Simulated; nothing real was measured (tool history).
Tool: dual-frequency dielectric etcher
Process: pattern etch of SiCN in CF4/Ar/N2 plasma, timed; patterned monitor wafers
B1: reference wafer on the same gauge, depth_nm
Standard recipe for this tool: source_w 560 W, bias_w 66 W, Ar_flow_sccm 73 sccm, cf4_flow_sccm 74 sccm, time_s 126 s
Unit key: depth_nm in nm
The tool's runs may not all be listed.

run 1 hour=0 | source_w=670 bias_w=66 Ar_flow_sccm=80 cf4_flow_sccm=74 time_s=126 | B1=152.9 | depth_nm=166.8
run 2 hour=26.2 | source_w=560 bias_w=66 Ar_flow_sccm=73 cf4_flow_sccm=74 time_s=126 | B1=152.9 | depth_nm=148.1
-- hour=70.3 gauge calibrated
run 3 hour=99.8 | source_w=560 bias_w=66 Ar_flow_sccm=73 cf4_flow_sccm=74 time_s=126 | B1=153.1 | depth_nm=148.7
run 4 hour=124 | source_w=640 bias_w=66 Ar_flow_sccm=73 cf4_flow_sccm=74 time_s=126 | B1=152.9 | depth_nm=165
run 5 hour=154.3 | source_w=560 bias_w=66 Ar_flow_sccm=73 cf4_flow_sccm=74 time_s=126 | B1=153.1 | depth_nm=149.7
run 6 hour=170.8 | source_w=560 bias_w=66 Ar_flow_sccm=73 cf4_flow_sccm=74 time_s=126 | B1=153 | depth_nm=150.1
-- hour=205.5 Ar flow controller replaced
run 7 hour=222.8 | source_w=560 bias_w=66 Ar_flow_sccm=73 cf4_flow_sccm=74 time_s=141 | B1=153 | depth_nm=168.6
-- hour=246 bias power generator calibrated
-- hour=251.7 wet clean of the chamber
run 8 hour=253.7 | source_w=560 bias_w=66 Ar_flow_sccm=73 cf4_flow_sccm=74 time_s=126 | B1=152.7 | depth_nm=141.7
run 9 hour=266.7 | source_w=560 bias_w=66 Ar_flow_sccm=56 cf4_flow_sccm=82 time_s=126 | B1=153 | depth_nm=149
-- hour=295.9 CF4 flow controller replaced
-- hour=297.8 upper electrode replaced, of another model than before
run 10 hour=298.3 | source_w=690 bias_w=73 Ar_flow_sccm=73 cf4_flow_sccm=79 time_s=140.5 | B1=153.1 | depth_nm=220.9
run 11 hour=310.8 | source_w=640 bias_w=66 Ar_flow_sccm=73 cf4_flow_sccm=92 time_s=126 | B1=153 | depth_nm=171.5
run 12 hour=335.3 | source_w=460 bias_w=66 Ar_flow_sccm=79 cf4_flow_sccm=92 time_s=144 | B1=153.2 | depth_nm=129.6
-- hour=348.1 source power generator calibrated
run 13 hour=348.6 | source_w=560 bias_w=66 Ar_flow_sccm=73 cf4_flow_sccm=74 time_s=126 | B1=153.1 | depth_nm=144.3
run 14 hour=380.8 | source_w=560 bias_w=57 Ar_flow_sccm=73 cf4_flow_sccm=79 time_s=153.5 | B1=153 | depth_nm=159.3
run 15 hour=407.7 | source_w=560 bias_w=66 Ar_flow_sccm=73 cf4_flow_sccm=74 time_s=107.5 | B1=153 | depth_nm=124.4
run 16 hour=420.2 | source_w=560 bias_w=66 Ar_flow_sccm=73 cf4_flow_sccm=74 time_s=126 | B1=153.1 | depth_nm=144.5
run 17 hour=441.6 | source_w=560 bias_w=66 Ar_flow_sccm=73 cf4_flow_sccm=67 time_s=157 | B1=152.8 | depth_nm=178.9
run 18 hour=454.7 | source_w=560 bias_w=57 Ar_flow_sccm=91 cf4_flow_sccm=64 time_s=89.5 | B1=153 | depth_nm=87.9
run 19 hour=487.6 | source_w=560 bias_w=72 Ar_flow_sccm=73 cf4_flow_sccm=74 time_s=126 | B1=152.9 | depth_nm=155.3
run 20 hour=506.5 | source_w=640 bias_w=66 Ar_flow_sccm=73 cf4_flow_sccm=92 time_s=126 | B1=152.9 | depth_nm=175.6
run 21 hour=539.5 | source_w=560 bias_w=66 Ar_flow_sccm=83 cf4_flow_sccm=74 time_s=92 | B1=153 | depth_nm=105.6

How would selected steps in depth_nm from run to run divide? Give the signed amount a tool lacking its hidden state would still show from settings, what came in and random variation, and the signed amount left for the hidden state, including any gauge scatter that is not in both of the compared results.
Hidden state at play: etch rate over this chamber's usual, %; source power that arrives over what is set, %; bias power that arrives over what is set, %; Ar flow that arrives over what is set, %; CF4 flow that arrives over what is set, %; gauge reads high (%).
Run 6 -> 7: time_s 126 -> 141, Ar flow controller replaced. depth_nm +18.5 nm: hidden state +1.6, all else +16.9.
Run 7 -> 8: time_s 141 -> 126, bias power generator calibrated, wet clean of the chamber. depth_nm -26.9 nm: hidden state -8.7, all else -18.2.
Run 9 -> 10: source_w 560 -> 690, bias_w 66 -> 73, Ar_flow_sccm 56 -> 73, cf4_flow_sccm 82 -> 79, time_s 126 -> 140.5, CF4 flow controller replaced, upper electrode replaced, of another model than before. depth_nm +71.9 nm: hidden state +0.1, all else +71.8.
Run 17 -> 18: bias_w 66 -> 57, Ar_flow_sccm 73 -> 91, cf4_flow_sccm 67 -> 64, time_s 157 -> 89.5. depth_nm -91 nm: hidden state -0.8, all else -90.2.
